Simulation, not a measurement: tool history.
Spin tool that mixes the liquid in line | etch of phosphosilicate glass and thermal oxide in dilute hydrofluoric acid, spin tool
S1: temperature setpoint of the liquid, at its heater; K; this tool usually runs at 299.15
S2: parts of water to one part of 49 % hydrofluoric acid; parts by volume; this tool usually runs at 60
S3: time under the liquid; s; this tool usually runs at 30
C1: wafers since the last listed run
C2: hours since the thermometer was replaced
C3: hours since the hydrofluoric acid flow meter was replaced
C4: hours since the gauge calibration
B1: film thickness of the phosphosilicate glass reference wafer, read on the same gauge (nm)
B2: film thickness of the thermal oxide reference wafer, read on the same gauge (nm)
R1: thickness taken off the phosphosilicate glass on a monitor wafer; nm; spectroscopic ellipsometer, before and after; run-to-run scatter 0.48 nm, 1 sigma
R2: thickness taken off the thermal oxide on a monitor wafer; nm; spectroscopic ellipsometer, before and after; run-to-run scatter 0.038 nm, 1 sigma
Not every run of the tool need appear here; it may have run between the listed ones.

run    hour      S1  S2  S3    C1     C2      C3      C4      B1      B2      R1     R2
  1     0.0  299.15  80  25     0  530.5  1151.2   519.4  100.00  50.007   54.74  1.780
       13.0  -- thermometer replaced
  2   135.1  299.15  80  25  1838  122.1  1286.3   654.5  100.03  49.980   56.58  1.775
  3   239.3  300.65  75  30  1428  226.3  1390.5   758.7  100.00  49.986   76.13  2.396
  4   346.6  300.65  75  30  1471  333.6  1497.8   866.0  100.02  50.010   75.76  2.357
  5   443.9  299.15  60  25  1334  430.9  1595.1   963.3  100.02  49.982   75.66  2.393
  6   491.2  299.15  60  25   648  478.2  1642.4  1010.6  100.01  50.029   75.44  2.408
  7   561.1  299.15  60  15   958  548.1  1712.3  1080.5  100.00  49.981   44.61  1.449
      565.0  -- thermometer replaced
  8   632.2  299.15  60  30   961   67.2  1783.4  1151.6   99.97  50.010   92.71  2.918
  9   732.4  299.15  60  30  1374  167.4  1883.6  1251.8   99.96  50.031   92.68  2.976
      813.8  -- gauge calibrated
 10   816.6  299.15  60  30  1154  251.6  1967.8     2.8   99.98  50.005   91.11  2.884
 11   860.9  299.15  60  30   607  295.9  2012.1    47.1   99.99  49.998   92.05  2.907
 12   914.2  297.65  60  30   730  349.2  2065.4   100.4  100.05  49.991   85.86  2.762
 13   952.0  299.15  60  30   518  387.0  2103.2   138.2  100.04  50.013   90.88  2.913
 14  1028.1  299.15  80  15  1043  463.1  2179.3   214.3   99.98  49.998   32.93  1.060
     1030.1  -- hydrofluoric acid flow meter replaced
     1090.7  -- thermometer replaced
 15  1283.2  299.15  60  30  3470  192.5   253.1   469.4   99.99  50.003   91.56  2.911
 16  1388.0  304.15  70  25  1437  297.3   357.9   574.2  100.04  50.025   77.86  2.564
 17  1434.3  295.15  70  50   634  343.6   404.2   620.5   99.97  49.987  108.88  3.561
 18  1479.0  296.15  60  30   612  388.3   448.9   665.2   99.97  49.978   80.24  2.571
 19  1539.8  301.65  60  30   833  449.1   509.7   726.0  100.02  49.986  100.21  3.199
     1582.0  -- thermometer replaced
 20  1626.8  300.65  30  30  1179   44.8   596.7   813.0  100.00  50.036  207.88  6.515
 21  1701.8  302.65  60  45  1028  119.8   671.7   888.0   99.99  50.004  158.27  5.082
 22  1749.8  299.15  30  15   658  167.8   719.7   936.0   99.97  50.014   95.88  3.021
 23  1807.0  299.15  35  20   784  225.0   776.9   993.2  100.03  49.984  109.56  3.480

Below are 3 alternative next runs, each starting from the tool's condition after run 23. Predict each:
  A  1807.4  299.15  40  30   5  225.4  777.3  993.6   ?   ?   ?   ?
  B  1807.4  303.65  60  15   5  225.4  777.3  993.6   ?   ?   ?   ?
  C  1807.4  295.65  85  45   5  225.4  777.3  993.6   ?   ?   ?   ?

run      B1      B2      R1     R2
  A  100.00  50.005  141.22  4.514
  B  100.00  50.005   54.71  1.749
  C  100.00  50.005   81.51  2.605
What these runs would have given with no unlogged condition in the tool:
run      R1     R2
  A  142.91  4.568
  B   55.32  1.768
  C   82.48  2.636

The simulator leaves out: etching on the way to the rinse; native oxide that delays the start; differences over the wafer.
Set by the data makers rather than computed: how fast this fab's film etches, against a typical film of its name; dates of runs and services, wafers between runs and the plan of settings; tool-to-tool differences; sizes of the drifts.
